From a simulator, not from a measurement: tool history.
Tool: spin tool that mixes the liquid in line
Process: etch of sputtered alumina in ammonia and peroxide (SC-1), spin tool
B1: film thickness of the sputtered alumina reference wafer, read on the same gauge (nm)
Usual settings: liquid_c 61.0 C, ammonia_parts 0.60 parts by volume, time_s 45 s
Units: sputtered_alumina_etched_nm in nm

{"run": 1, "hour": 0.0, "liquid_c": 61.0, "ammonia_parts": 0.6, "time_s": 45, "B1": 50.01, "sputtered_alumina_etched_nm": 6.97}
{"run": 2, "hour": 105.4, "liquid_c": 61.0, "ammonia_parts": 0.6, "time_s": 45, "B1": 50.0, "sputtered_alumina_etched_nm": 6.86}
{"run": 3, "hour": 257.3, "liquid_c": 61.0, "ammonia_parts": 0.6, "time_s": 45, "B1": 49.98, "sputtered_alumina_etched_nm": 6.98}
{"run": 4, "hour": 466.1, "liquid_c": 61.0, "ammonia_parts": 0.6, "time_s": 45, "B1": 49.99, "sputtered_alumina_etched_nm": 7.02}
{"run": 5, "hour": 505.3, "liquid_c": 61.0, "ammonia_parts": 0.55, "time_s": 45, "B1": 50.0, "sputtered_alumina_etched_nm": 6.93}
{"run": 6, "hour": 587.9, "liquid_c": 61.0, "ammonia_parts": 0.55, "time_s": 45, "B1": 50.0, "sputtered_alumina_etched_nm": 6.83}
{"run": 7, "hour": 662.2, "liquid_c": 61.0, "ammonia_parts": 0.55, "time_s": 45, "B1": 50.0, "sputtered_alumina_etched_nm": 6.91}
{"run": 8, "hour": 726.1, "liquid_c": 61.0, "ammonia_parts": 0.6, "time_s": 45, "B1": 50.02, "sputtered_alumina_etched_nm": 6.98}
{"run": 9, "hour": 779.5, "liquid_c": 65.5, "ammonia_parts": 0.6, "time_s": 40, "B1": 49.98, "sputtered_alumina_etched_nm": 7.74}
{"run": 10, "hour": 841.2, "liquid_c": 61.0, "ammonia_parts": 0.55, "time_s": 45, "B1": 50.0, "sputtered_alumina_etched_nm": 6.9}
{"run": 11, "hour": 939.5, "liquid_c": 61.0, "ammonia_parts": 0.35, "time_s": 30, "B1": 49.98, "sputtered_alumina_etched_nm": 4.4}
{"run": 12, "hour": 1012.1, "liquid_c": 61.0, "ammonia_parts": 0.6, "time_s": 45, "B1": 49.99, "sputtered_alumina_etched_nm": 6.98}
{"run": 13, "hour": 1063.5, "liquid_c": 67.5, "ammonia_parts": 0.6, "time_s": 45, "B1": 50.01, "sputtered_alumina_etched_nm": 9.74}
{"run": 14, "hour": 1115.6, "liquid_c": 61.0, "ammonia_parts": 0.9, "time_s": 45, "B1": 49.98, "sputtered_alumina_etched_nm": 7.26}
{"run": 15, "hour": 1212.9, "liquid_c": 69.0, "ammonia_parts": 0.6, "time_s": 55, "B1": 50.01, "sputtered_alumina_etched_nm": 12.67}
{"run": 16, "hour": 1286.7, "liquid_c": 61.0, "ammonia_parts": 0.6, "time_s": 45, "B1": 50.01, "sputtered_alumina_etched_nm": 6.98}
{"run": 17, "hour": 1356.8, "liquid_c": 61.0, "ammonia_parts": 0.75, "time_s": 30, "B1": 49.99, "sputtered_alumina_etched_nm": 4.75}
{"run": 18, "hour": 1418.1, "liquid_c": 61.0, "ammonia_parts": 0.6, "time_s": 25, "B1": 50.0, "sputtered_alumina_etched_nm": 3.86}
{"run": 19, "hour": 1516.4, "liquid_c": 61.0, "ammonia_parts": 0.6, "time_s": 25, "B1": 50.0, "sputtered_alumina_etched_nm": 3.86}
{"run": 20, "hour": 1615.2, "liquid_c": 52.5, "ammonia_parts": 0.8, "time_s": 25, "B1": 49.99, "sputtered_alumina_etched_nm": 2.56}
{"run": 21, "hour": 1668.9, "liquid_c": 61.0, "ammonia_parts": 0.6, "time_s": 45, "B1": 50.01, "sputtered_alumina_etched_nm": 6.99}
{"run": 22, "hour": 1737.4, "liquid_c": 69.5, "ammonia_parts": 0.8, "time_s": 60, "B1": 49.98, "sputtered_alumina_etched_nm": 14.41}
{"run": 23, "hour": 1801.5, "liquid_c": 67.5, "ammonia_parts": 0.45, "time_s": 45, "B1": 49.99, "sputtered_alumina_etched_nm": 9.46}
{"run": 24, "hour": 1838.0, "liquid_c": 57.0, "ammonia_parts": 0.7, "time_s": 55, "B1": 50.0, "sputtered_alumina_etched_nm": 6.97}
{"run": 25, "hour": 1913.0, "liquid_c": 69.5, "ammonia_parts": 0.4, "time_s": 20, "B1": 50.0, "sputtered_alumina_etched_nm": 4.6}

Not shown: 8 entries that the log had between the listed runs. Between which runs, and how does the tool's hidden state differ before and after?
Between runs 3 and 4: thermometer replaced (hour 401.5)
  no hidden state differs between the two runs
Between runs 7 and 8: new drum of ammonia solution connected (hour 676.5); ammonia flow meter replaced (hour 688.8)
  no hidden state differs between the two runs
Between runs 10 and 11: thermometer replaced (hour 936.8)
  no hidden state differs between the two runs
Between runs 12 and 13: gauge calibrated (hour 1049.1)
  no hidden state differs between the two runs
Between runs 16 and 17: new drum of ammonia solution connected (hour 1326.1); heated supply line repaired (hour 1327.9)
  no hidden state differs between the two runs
Between runs 18 and 19: thermometer replaced (hour 1446.2)
  no hidden state differs between the two runs

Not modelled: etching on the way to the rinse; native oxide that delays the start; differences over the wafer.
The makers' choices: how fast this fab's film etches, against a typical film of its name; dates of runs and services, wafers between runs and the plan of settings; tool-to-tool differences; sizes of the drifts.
